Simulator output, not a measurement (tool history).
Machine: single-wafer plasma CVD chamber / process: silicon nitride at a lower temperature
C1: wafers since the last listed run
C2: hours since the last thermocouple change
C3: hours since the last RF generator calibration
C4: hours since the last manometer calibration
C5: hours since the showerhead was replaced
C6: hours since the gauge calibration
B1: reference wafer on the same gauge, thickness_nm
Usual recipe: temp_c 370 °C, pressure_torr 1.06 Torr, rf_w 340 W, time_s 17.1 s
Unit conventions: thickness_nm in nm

run 1 hour=0 | temp_c=370 pressure_torr=1.06 rf_w=340 time_s=17.1 | C1=0 C2=1954.1 C3=618 C4=2311 C5=3529 C6=116.2 | B1=18.9 | thickness_nm=18.235
run 2 hour=26.9 | temp_c=370 pressure_torr=1.06 rf_w=340 time_s=17.1 | C1=489 C2=1981 C3=644.9 C4=2337.9 C5=3555.9 C6=143.1 | B1=18.914 | thickness_nm=18.35
run 3 hour=40.2 | temp_c=370 pressure_torr=1.06 rf_w=340 time_s=17.1 | C1=241 C2=1994.3 C3=658.2 C4=2351.2 C5=3569.2 C6=156.4 | B1=18.889 | thickness_nm=18.265
run 4 hour=59.3 | temp_c=370 pressure_torr=1.06 rf_w=340 time_s=17.1 | C1=347 C2=2013.4 C3=677.3 C4=2370.3 C5=3588.3 C6=175.5 | B1=18.902 | thickness_nm=18.215
run 5 hour=90.8 | temp_c=370 pressure_torr=1.06 rf_w=340 time_s=17.1 | C1=573 C2=2044.9 C3=708.8 C4=2401.8 C5=3619.8 C6=207 | B1=18.911 | thickness_nm=18.332
run 6 hour=109.4 | temp_c=370 pressure_torr=1.06 rf_w=340 time_s=17.1 | C1=338 C2=2063.5 C3=727.4 C4=2420.4 C5=3638.4 C6=225.6 | B1=18.911 | thickness_nm=18.173
-- hour=136.6 showerhead replaced
run 7 hour=137.1 | temp_c=370 pressure_torr=1.06 rf_w=340 time_s=17.1 | C1=358 C2=2091.2 C3=755.1 C4=2448.1 C5=0.5 C6=253.3 | B1=18.908 | thickness_nm=18.167
run 8 hour=167 | temp_c=370 pressure_torr=1.06 rf_w=305 time_s=17.1 | C1=543 C2=2121.1 C3=785 C4=2478 C5=30.4 C6=283.2 | B1=18.9 | thickness_nm=16.741
run 9 hour=195.3 | temp_c=370 pressure_torr=1.06 rf_w=305 time_s=17.1 | C1=514 C2=2149.4 C3=813.3 C4=2506.3 C5=58.7 C6=311.5 | B1=18.919 | thickness_nm=16.774
-- hour=218.6 RF generator calibrated
run 10 hour=224.9 | temp_c=370 pressure_torr=1.06 rf_w=340 time_s=16.3 | C1=392 C2=2179 C3=6.3 C4=2535.9 C5=88.3 C6=341.1 | B1=18.907 | thickness_nm=17.769
run 11 hour=253.8 | temp_c=370 pressure_torr=1.13 rf_w=315 time_s=17.1 | C1=525 C2=2207.9 C3=35.2 C4=2564.8 C5=117.2 C6=370 | B1=18.907 | thickness_nm=17.773
run 12 hour=268.8 | temp_c=363 pressure_torr=1.06 rf_w=340 time_s=15.5 | C1=272 C2=2222.9 C3=50.2 C4=2579.8 C5=132.2 C6=385 | B1=18.884 | thickness_nm=16.963
-- hour=285.8 gauge calibrated
run 13 hour=289.6 | temp_c=370 pressure_torr=1.06 rf_w=340 time_s=16.3 | C1=378 C2=2243.7 C3=71 C4=2600.6 C5=153 C6=3.8 | B1=18.919 | thickness_nm=17.944
-- hour=317.6 capacitance manometer re-zeroed and calibrated
run 14 hour=318.1 | temp_c=361 pressure_torr=0.9 rf_w=400 time_s=19.3 | C1=372 C2=2272.2 C3=99.5 C4=0.5 C5=181.5 C6=32.3 | B1=18.888 | thickness_nm=23.231
run 15 hour=330.2 | temp_c=370 pressure_torr=0.91 rf_w=290 time_s=17.1 | C1=220 C2=2284.3 C3=111.6 C4=12.6 C5=193.6 C6=44.4 | B1=18.903 | thickness_nm=15.95
run 16 hour=344.6 | temp_c=370 pressure_torr=1.06 rf_w=340 time_s=17.1 | C1=261 C2=2298.7 C3=126 C4=27 C5=208 C6=58.8 | B1=18.91 | thickness_nm=18.614
-- hour=374.4 thermocouple changed; heater temperature recalibrated
run 17 hour=374.9 | temp_c=376 pressure_torr=1.23 rf_w=380 time_s=18.3 | C1=405 C2=0.5 C3=156.3 C4=57.3 C5=238.3 C6=89.1 | B1=18.886 | thickness_nm=22.161
run 18 hour=395.3 | temp_c=370 pressure_torr=1.06 rf_w=340 time_s=17.1 | C1=371 C2=20.9 C3=176.7 C4=77.7 C5=258.7 C6=109.5 | B1=18.9 | thickness_nm=18.69
run 19 hour=413.5 | temp_c=370 pressure_torr=1.17 rf_w=340 time_s=17.1 | C1=331 C2=39.1 C3=194.9 C4=95.9 C5=276.9 C6=127.7 | B1=18.919 | thickness_nm=18.973
run 20 hour=442 | temp_c=375 pressure_torr=1.06 rf_w=285 time_s=14.8 | C1=518 C2=67.6 C3=223.4 C4=124.4 C5=305.4 C6=156.2 | B1=18.888 | thickness_nm=13.918
run 21 hour=473.7 | temp_c=370 pressure_torr=1.06 rf_w=305 time_s=17.1 | C1=576 C2=99.3 C3=255.1 C4=156.1 C5=337.1 C6=187.9 | B1=18.903 | thickness_nm=16.926
run 22 hour=494.9 | temp_c=377 pressure_torr=1.06 rf_w=340 time_s=15 | C1=385 C2=120.5 C3=276.3 C4=177.3 C5=358.3 C6=209.1 | B1=18.911 | thickness_nm=16.195
run 23 hour=519.1 | temp_c=366 pressure_torr=1.06 rf_w=340 time_s=16.2 | C1=440 C2=144.7 C3=300.5 C4=201.5 C5=382.5 C6=233.3 | B1=18.897 | thickness_nm=17.623
run 24 hour=531.3 | temp_c=370 pressure_torr=0.89 rf_w=395 time_s=18.3 | C1=221 C2=156.9 C3=312.7 C4=213.7 C5=394.7 C6=245.5 | B1=18.892 | thickness_nm=21.45
run 25 hour=550.7 | temp_c=356 pressure_torr=1.06 rf_w=280 time_s=14.4 | C1=352 C2=176.3 C3=332.1 C4=233.1 C5=414.1 C6=264.9 | B1=18.893 | thickness_nm=13.378
run 26 hour=566.2 | temp_c=370 pressure_torr=1.06 rf_w=340 time_s=17.1 | C1=281 C2=191.8 C3=347.6 C4=248.6 C5=429.6 C6=280.4 | B1=18.905 | thickness_nm=18.467
run 27 hour=580.3 | temp_c=370 pressure_torr=1.06 rf_w=340 time_s=17.1 | C1=256 C2=205.9 C3=361.7 C4=262.7 C5=443.7 C6=294.5 | B1=18.87 | thickness_nm=18.408
run 28 hour=607.4 | temp_c=365 pressure_torr=1.16 rf_w=395 time_s=18.5 | C1=492 C2=233 C3=388.8 C4=289.8 C5=470.8 C6=321.6 | B1=18.911 | thickness_nm=22.88
run 29 hour=634.2 | temp_c=370 pressure_torr=0.98 rf_w=340 time_s=19.9 | C1=487 C2=259.8 C3=415.6 C4=316.6 C5=497.6 C6=348.4 | B1=18.906 | thickness_nm=21.129

What if the next run were any one of these 4? Each begins from the tool's condition after run 29:
run A hour=634.6 | temp_c=370 pressure_torr=1.06 rf_w=340 time_s=17.1 | C1=7 C2=260.2 C3=416 C4=317 C5=498 C6=348.8 | B1=? | thickness_nm=?
run B hour=634.6 | temp_c=370 pressure_torr=0.94 rf_w=340 time_s=15.1 | C1=7 C2=260.2 C3=416 C4=317 C5=498 C6=348.8 | B1=? | thickness_nm=?
run C hour=634.6 | temp_c=385 pressure_torr=1.06 rf_w=405 time_s=19.9 | C1=7 C2=260.2 C3=416 C4=317 C5=498 C6=348.8 | B1=? | thickness_nm=?
run D hour=634.6 | temp_c=370 pressure_torr=0.98 rf_w=370 time_s=16 | C1=7 C2=260.2 C3=416 C4=317 C5=498 C6=348.8 | B1=? | thickness_nm=?

run=A B1=18.908 thickness_nm=18.443
run=B B1=18.908 thickness_nm=15.916
run=C B1=18.908 thickness_nm=24.218
run=D B1=18.908 thickness_nm=18.108
Had the tool no hidden state, the same runs would have come out as:
run=A thickness_nm=18.692
run=B thickness_nm=16.131
run=C thickness_nm=24.523
run=D thickness_nm=18.353
